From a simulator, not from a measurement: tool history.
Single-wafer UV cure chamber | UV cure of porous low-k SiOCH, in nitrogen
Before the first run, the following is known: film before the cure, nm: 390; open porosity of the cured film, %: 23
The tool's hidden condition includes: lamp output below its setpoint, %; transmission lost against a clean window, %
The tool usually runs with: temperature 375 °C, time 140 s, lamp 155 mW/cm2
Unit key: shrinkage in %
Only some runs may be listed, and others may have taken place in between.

| run | hour | temperature | time | lamp | wafers since the last listed run | hours since the UV bulbs were replaced | wafers since the quartz window was cleaned | shrinkage |
|---|---|---|---|---|---|---|---|---|
| 1 | 0.0 | 375 | 140 | 155 | 0 | 1154.2 | 3691 | 9.854 |
| 2 | 67.5 | 375 | 140 | 155 | 230 | 1221.7 | 3922 | 9.626 |
| 3 | 119.5 | 366 | 140 | 155 | 177 | 1273.7 | 4100 | 9.434 |
| 4 | 145.6 | 366 | 140 | 155 | 89 | 1299.8 | 4189 | 9.291 |
| 5 | 197.9 | 366 | 140 | 155 | 178 | 1352.1 | 4368 | 9.356 |
| 6 | 240.2 | 375 | 140 | 155 | 144 | 1394.4 | 4512 | 9.355 |
| 7 | 287.7 | 375 | 140 | 155 | 162 | 1441.9 | 4674 | 9.343 |
|  | 314.7 | quartz window cleaned |
| 8 | 335.1 | 365 | 170 | 169 | 134 | 1489.3 | 69 | 10.282 |
| 9 | 408.8 | 393 | 140 | 155 | 251 | 1563.0 | 321 | 9.362 |
|  | 423.6 | UV bulbs replaced |
| 10 | 478.3 | 375 | 140 | 155 | 210 | 54.7 | 531 | 10.845 |
| 11 | 525.6 | 369 | 140 | 127 | 161 | 102.0 | 693 | 9.936 |
| 12 | 587.5 | 375 | 110 | 155 | 211 | 163.9 | 904 | 9.820 |
| 13 | 630.3 | 375 | 140 | 155 | 146 | 206.7 | 1050 | 10.858 |
| 14 | 658.3 | 375 | 140 | 155 | 95 | 234.7 | 1146 | 10.926 |
| 15 | 780.3 | 383 | 140 | 118 | 416 | 356.7 | 1563 | 9.814 |

Here are 5 independent what-if runs from the current tool condition. What would each one return?
| A | 780.8 | 375 | 105 | 155 | 1 | 357.2 | 1565 | ? |
| B | 780.8 | 359 | 205 | 169 | 1 | 357.2 | 1565 | ? |
| C | 780.8 | 383 | 65 | 155 | 1 | 357.2 | 1565 | ? |
| D | 780.8 | 394 | 140 | 155 | 1 | 357.2 | 1565 | ? |
| E | 780.8 | 375 | 190 | 155 | 1 | 357.2 | 1565 | ? |

| run | shrinkage |
|---|---|
| A | 9.499 |
| B | 12.546 |
| C | 7.633 |
| D | 11.086 |
| E | 12.114 |
Had the tool no hidden state, the same runs would have come out as:
| run | shrinkage |
|---|---|
| A | 9.602 |
| B | 12.656 |
| C | 7.731 |
| D | 11.192 |
| E | 12.224 |
